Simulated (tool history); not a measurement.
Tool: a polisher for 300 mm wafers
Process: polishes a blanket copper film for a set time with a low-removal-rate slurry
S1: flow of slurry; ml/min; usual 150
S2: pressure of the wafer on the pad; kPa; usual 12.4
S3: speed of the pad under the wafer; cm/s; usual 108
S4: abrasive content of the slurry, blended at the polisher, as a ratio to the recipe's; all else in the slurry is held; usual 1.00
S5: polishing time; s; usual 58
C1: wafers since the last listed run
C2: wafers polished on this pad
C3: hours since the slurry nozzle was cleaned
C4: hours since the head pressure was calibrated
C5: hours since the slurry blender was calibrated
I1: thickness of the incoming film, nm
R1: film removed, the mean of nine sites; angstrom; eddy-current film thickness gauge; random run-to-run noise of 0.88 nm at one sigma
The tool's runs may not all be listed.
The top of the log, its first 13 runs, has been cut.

run,hour,S1,S2,S3,S4,S5,C1,C2,C3,C4,C5,I1,R1
14,155.0,150,12.4,126,1.00,58,219,1137,83.6,82.5,298.4,1356.8,1090
# hour 172.5: worn pad replaced by a new one
15,173.0,120,10.3,138,0.90,58,176,6,101.6,100.5,316.4,1371.9,991
16,186.2,120,10.3,138,0.90,58,166,172,114.8,113.7,329.6,1374.4,1000
17,194.5,150,12.4,108,1.00,58,104,277,123.1,122.0,337.9,1373.7,977
18,204.9,150,12.4,108,1.00,58,131,408,133.5,132.4,348.3,1344.8,984
19,218.9,150,12.4,72,0.70,58,176,585,147.5,146.4,362.3,1389.0,603
20,234.0,130,14.5,108,1.25,58,190,776,162.6,161.5,377.4,1364.5,1146
# hour 253.4: slurry blender recalibrated
21,253.9,190,12.4,142,1.00,58,226,1002,182.5,181.4,0.5,1378.3,1261
22,263.0,150,12.4,140,1.00,75,114,1117,191.6,190.5,9.6,1385.1,1529
23,271.4,135,9.0,94,1.25,58,106,1223,200.0,198.9,18.0,1391.7,728
24,284.7,150,12.4,108,1.00,58,167,1391,213.3,212.2,31.3,1359.8,945
# hour 295.7: worn pad replaced by a new one
25,296.2,150,12.4,108,1.00,58,94,6,224.8,223.7,42.8,1371.9,995
26,306.7,130,12.4,108,0.75,63,132,139,235.3,234.2,53.3,1351.8,920
27,323.6,135,12.4,74,0.85,58,213,352,252.2,251.1,70.2,1372.4,654
28,332.7,150,8.3,108,1.20,58,114,467,261.3,260.2,79.3,1378.7,805
29,345.5,150,15.9,108,1.00,58,161,628,274.1,273.0,92.1,1365.2,1167
30,360.0,150,12.4,108,1.00,58,183,812,288.6,287.5,106.6,1360.8,971
31,377.2,130,12.4,108,1.00,42,217,1029,305.8,304.7,123.8,1341.1,679

Consider 4 possible next runs. They are alternatives, not a sequence: every one starts from the tool as it was left by run 31. What does each give?
A,377.6,150,12.4,108,0.85,58,5,1034,306.2,305.1,124.2,1368.3,?
B,377.6,150,12.4,94,1.00,58,5,1034,306.2,305.1,124.2,1368.3,?
C,377.6,150,13.8,76,1.15,70,5,1034,306.2,305.1,124.2,1368.3,?
D,377.6,150,12.4,74,1.10,58,5,1034,306.2,305.1,124.2,1368.3,?

run,R1
A,905
B,858
C,988
D,734
Without the tool's unlogged condition, the same runs would have read:
run,R1
A,938
B,890
C,1024
D,761
